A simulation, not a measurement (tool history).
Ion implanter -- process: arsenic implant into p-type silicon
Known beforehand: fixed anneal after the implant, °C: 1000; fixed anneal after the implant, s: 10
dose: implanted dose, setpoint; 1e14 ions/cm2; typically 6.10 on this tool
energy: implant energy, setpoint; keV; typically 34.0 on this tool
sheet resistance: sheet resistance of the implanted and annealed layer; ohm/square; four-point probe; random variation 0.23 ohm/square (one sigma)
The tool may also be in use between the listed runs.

| run | hour | dose | energy | wafers since the last listed run | hours since the last dose calibration | hours since the extraction supply was calibrated | hours since the gauge calibration | read-back reference wafer on the same gauge, sheet resistance | sheet resistance |
|---|---|---|---|---|---|---|---|---|---|
| 1 | 0.0 | 6.10 | 34.0 | 0 | 1625.2 | 4626.4 | 136.5 | 176.99 | 148.54 |
| 2 | 59.9 | 6.10 | 34.0 | 1000 | 1685.1 | 4686.3 | 196.4 | 176.91 | 148.36 |
| 3 | 89.9 | 6.10 | 34.0 | 500 | 1715.1 | 4716.3 | 226.4 | 176.95 | 148.54 |
| 4 | 143.3 | 6.10 | 34.0 | 891 | 1768.5 | 4769.7 | 279.8 | 177.04 | 148.65 |
| 5 | 187.5 | 6.10 | 34.0 | 737 | 1812.7 | 4813.9 | 324.0 | 176.96 | 148.18 |
| 6 | 219.3 | 6.10 | 34.0 | 530 | 1844.5 | 4845.7 | 355.8 | 176.90 | 148.27 |
| 7 | 268.8 | 6.10 | 34.0 | 826 | 1894.0 | 4895.2 | 405.3 | 177.02 | 148.38 |
| 8 | 321.0 | 6.10 | 34.0 | 871 | 1946.2 | 4947.4 | 457.5 | 176.99 | 148.33 |
| 9 | 387.0 | 6.64 | 42.5 | 1101 | 2012.2 | 5013.4 | 523.5 | 177.03 | 133.46 |
| 10 | 423.9 | 6.10 | 34.0 | 616 | 2049.1 | 5050.3 | 560.4 | 177.01 | 147.72 |
|  | 459.9 | extraction supply calibrated |
|  | 516.6 | gauge calibrated |
|  | 532.5 | Faraday cup replaced and dose calibrated |
| 11 | 576.9 | 6.91 | 24.0 | 2287 | 44.4 | 117.0 | 60.3 | 176.99 | 147.70 |
| 12 | 629.2 | 6.82 | 45.5 | 873 | 96.7 | 169.3 | 112.6 | 177.03 | 131.69 |
| 13 | 680.7 | 6.10 | 34.0 | 859 | 148.2 | 220.8 | 164.1 | 176.99 | 150.68 |
| 14 | 746.6 | 4.53 | 24.0 | 1100 | 214.1 | 286.7 | 230.0 | 176.99 | 197.74 |
| 15 | 804.1 | 5.46 | 41.5 | 959 | 271.6 | 344.2 | 287.5 | 176.98 | 158.22 |
| 16 | 841.8 | 6.10 | 44.5 | 629 | 309.3 | 381.9 | 325.2 | 176.94 | 143.74 |
| 17 | 884.3 | 6.98 | 44.5 | 709 | 351.8 | 424.4 | 367.7 | 177.02 | 129.68 |
| 18 | 954.2 | 7.85 | 34.0 | 1167 | 421.7 | 494.3 | 437.6 | 177.00 | 125.69 |
| 19 | 1015.3 | 6.10 | 34.0 | 1020 | 482.8 | 555.4 | 498.7 | 177.08 | 150.22 |
| 20 | 1081.7 | 6.10 | 39.5 | 1108 | 549.2 | 621.8 | 565.1 | 177.02 | 146.61 |
| 21 | 1119.2 | 6.78 | 28.5 | 626 | 586.7 | 659.3 | 602.6 | 177.07 | 144.25 |

5 options for the next run, each taken on its own from the tool as it stands now. Forecast them:
| A | 1119.6 | 6.10 | 34.0 | 6 | 587.1 | 659.7 | 603.0 | ? | ? |
| B | 1119.6 | 5.09 | 44.5 | 6 | 587.1 | 659.7 | 603.0 | ? | ? |
| C | 1119.6 | 5.22 | 43.5 | 6 | 587.1 | 659.7 | 603.0 | ? | ? |
| D | 1119.6 | 5.04 | 39.5 | 6 | 587.1 | 659.7 | 603.0 | ? | ? |
| E | 1119.6 | 5.63 | 34.0 | 6 | 587.1 | 659.7 | 603.0 | ? | ? |

| run | read-back reference wafer on the same gauge, sheet resistance | sheet resistance |
|---|---|---|
| A | 176.96 | 150.12 |
| B | 176.96 | 164.54 |
| C | 176.96 | 161.99 |
| D | 176.96 | 168.93 |
| E | 176.96 | 159.33 |
Had the tool no hidden state, the same runs would have come out as:
| run | sheet resistance |
|---|---|
| A | 150.56 |
| B | 165.02 |
| C | 162.48 |
| D | 169.42 |
| E | 159.79 |
